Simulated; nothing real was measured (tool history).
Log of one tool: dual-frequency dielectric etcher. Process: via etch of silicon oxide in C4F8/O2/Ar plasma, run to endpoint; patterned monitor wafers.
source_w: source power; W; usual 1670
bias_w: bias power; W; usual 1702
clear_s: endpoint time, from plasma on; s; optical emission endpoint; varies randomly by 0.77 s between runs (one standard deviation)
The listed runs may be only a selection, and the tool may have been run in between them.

| run | hour | source_w | bias_w | wafers since the last listed run | hours since the last wet clean | hours since the last source power generator calibration | hours since the last bias power generator calibration | hours since the last upper electrode change | incoming incoming film thickness, nm | clear_s |
|---|---|---|---|---|---|---|---|---|---|---|
| 1 | 0.0 | 1670 | 1702 | 0 | 310.5 | 1470.6 | 1952.9 | 5807.3 | 848.9 | 168.3 |
| 2 | 46.9 | 1770 | 1702 | 310 | 357.4 | 1517.5 | 1999.8 | 5854.2 | 850.1 | 164.8 |
| 3 | 95.5 | 1770 | 1702 | 321 | 406.0 | 1566.1 | 2048.4 | 5902.8 | 854.0 | 163.4 |
| 4 | 126.3 | 1670 | 1702 | 203 | 436.8 | 1596.9 | 2079.2 | 5933.6 | 848.4 | 165.9 |
| 5 | 152.9 | 1670 | 1702 | 176 | 463.4 | 1623.5 | 2105.8 | 5960.2 | 845.8 | 166.8 |
|  | 236.3 | wet clean of the chamber |
| 6 | 236.8 | 1670 | 1702 | 396 | 0.5 | 1707.4 | 2189.7 | 6044.1 | 856.1 | 175.1 |
| 7 | 410.6 | 1430 | 1702 | 1151 | 174.3 | 1881.2 | 2363.5 | 6217.9 | 851.8 | 178.6 |
|  | 436.5 | upper electrode replaced |
| 8 | 449.0 | 1320 | 1702 | 95 | 212.7 | 1919.6 | 2401.9 | 12.5 | 853.0 | 184.7 |
|  | 475.2 | bias power generator calibrated |
| 9 | 498.4 | 1270 | 1809 | 300 | 262.1 | 1969.0 | 23.2 | 61.9 | 856.6 | 183.6 |
|  | 519.2 | source power generator calibrated |
| 10 | 527.0 | 1770 | 1702 | 162 | 290.7 | 7.8 | 51.8 | 90.5 | 858.8 | 167.6 |
| 11 | 591.1 | 1290 | 1902 | 424 | 354.8 | 71.9 | 115.9 | 154.6 | 843.7 | 174.7 |
| 12 | 646.4 | 1940 | 2082 | 366 | 410.1 | 127.2 | 171.2 | 209.9 | 841.4 | 148.0 |
| 13 | 678.4 | 1510 | 1702 | 211 | 442.1 | 159.2 | 203.2 | 241.9 | 849.8 | 171.2 |
|  | 732.7 | wet clean of the chamber |
| 14 | 736.8 | 1670 | 1702 | 227 | 4.1 | 217.6 | 261.6 | 300.3 | 852.2 | 172.7 |

Describe how what the log doesn't record of the tool's condition differs between the last listed run preceding each entry between runs and the first listed run following it.
In the gap between runs 5 and 6: wet clean of the chamber (hour 236.3)
  etch rate over this chamber's usual, %: 3.8 -> -0.516
  the result without the hidden state subtracted from the measured one, clear_s: -6.3 -> +0.9 s
In the gap between runs 7 and 8: upper electrode replaced (hour 436.5)
  etch rate over this chamber's usual, %: 1.08 -> 1.44
  the result without the hidden state subtracted from the measured one, clear_s: -2.0 -> -2.7 s
In the gap between runs 8 and 9: bias power generator calibrated (hour 475.2)
  etch rate over this chamber's usual, %: 1.44 -> 1.89
  the result without the hidden state subtracted from the measured one, clear_s: -2.7 -> -3.5 s
In the gap between runs 9 and 10: source power generator calibrated (hour 519.2)
  etch rate over this chamber's usual, %: 1.89 -> 2.16
  the result without the hidden state subtracted from the measured one, clear_s: -3.5 -> -3.6 s
In the gap between runs 13 and 14: wet clean of the chamber (hour 732.7)
  etch rate over this chamber's usual, %: 3.55 -> 0.272
  the result without the hidden state subtracted from the measured one, clear_s: -6.1 -> -0.5 s
